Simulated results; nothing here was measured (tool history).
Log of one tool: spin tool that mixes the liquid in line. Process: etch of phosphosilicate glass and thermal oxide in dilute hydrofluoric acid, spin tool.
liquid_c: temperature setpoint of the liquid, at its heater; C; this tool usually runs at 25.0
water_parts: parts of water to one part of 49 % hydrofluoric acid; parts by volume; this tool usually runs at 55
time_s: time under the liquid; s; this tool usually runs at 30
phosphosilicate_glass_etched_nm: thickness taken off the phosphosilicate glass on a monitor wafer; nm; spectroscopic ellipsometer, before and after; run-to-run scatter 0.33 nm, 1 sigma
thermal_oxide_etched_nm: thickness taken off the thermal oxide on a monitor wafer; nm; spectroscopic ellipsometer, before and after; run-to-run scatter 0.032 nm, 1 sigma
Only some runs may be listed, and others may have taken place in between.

run,hour,liquid_c,water_parts,time_s,wafers since the last listed run,hours since the thermometer was replaced,hours since the hydrofluoric acid flow meter was replaced,hours since the gauge calibration,"read-back film thickness of the phosphosilicate glass reference wafer, read on the same gauge (nm)","read-back film thickness of the thermal oxide reference wafer, read on the same gauge (nm)",phosphosilicate_glass_etched_nm,thermal_oxide_etched_nm
1,0.0,26.0,55,25,0,13.0,842.2,885.8,99.98,120.020,31.51,2.211
2,106.5,26.0,55,25,1711,119.5,948.7,992.3,99.96,119.989,31.54,2.185
3,184.2,25.0,55,30,1248,197.2,1026.4,1070.0,99.97,120.001,36.73,2.489
4,222.9,25.0,55,30,621,235.9,1065.1,1108.7,100.01,119.997,35.82,2.525
5,492.2,25.0,55,30,4327,505.2,1334.4,1378.0,99.98,119.990,36.24,2.464
6,596.5,25.0,55,30,1675,609.5,1438.7,1482.3,100.02,119.992,35.93,2.438
# hour 622.6: hydrofluoric acid flow meter replaced
7,678.9,25.0,55,20,1308,691.9,56.3,1564.7,100.01,120.013,22.73,1.593
# hour 710.1: gauge calibrated
8,739.5,25.0,55,20,973,752.5,116.9,29.4,99.99,120.005,22.36,1.540
9,811.6,25.0,55,40,1158,824.6,189.0,101.5,99.98,119.997,43.93,3.164
10,900.9,25.0,55,30,1434,913.9,278.3,190.8,100.03,119.994,33.52,2.322
11,970.1,25.0,55,30,1111,983.1,347.5,260.0,100.01,119.991,33.31,2.337
12,1009.5,25.0,55,45,633,1022.5,386.9,299.4,99.99,120.006,49.18,3.443
# hour 1086.2: thermometer replaced
13,1106.9,25.0,55,30,1549,20.7,484.3,396.8,99.98,120.015,36.67,2.479
14,1164.1,29.5,35,15,919,77.9,541.5,454.0,100.02,120.000,35.01,2.428
15,1206.8,22.5,80,45,686,120.6,584.2,496.7,100.01,120.005,32.33,2.279

Run 16, settings as shown, results not yet in. Your forecast:
16,1261.3,28.5,80,40,875,175.1,638.7,551.2,?,?,?,?

{"run 16": {"read-back film thickness of the phosphosilicate glass reference wafer, read on the same gauge (nm)": 99.96, "read-back film thickness of the thermal oxide reference wafer, read on the same gauge (nm)": 120.016, "phosphosilicate_glass_etched_nm": 37.39, "thermal_oxide_etched_nm": 2.579}}
With no hidden state in the tool, this same run would have given phosphosilicate_glass_etched_nm 36.94 nm, thermal_oxide_etched_nm 2.548 nm.
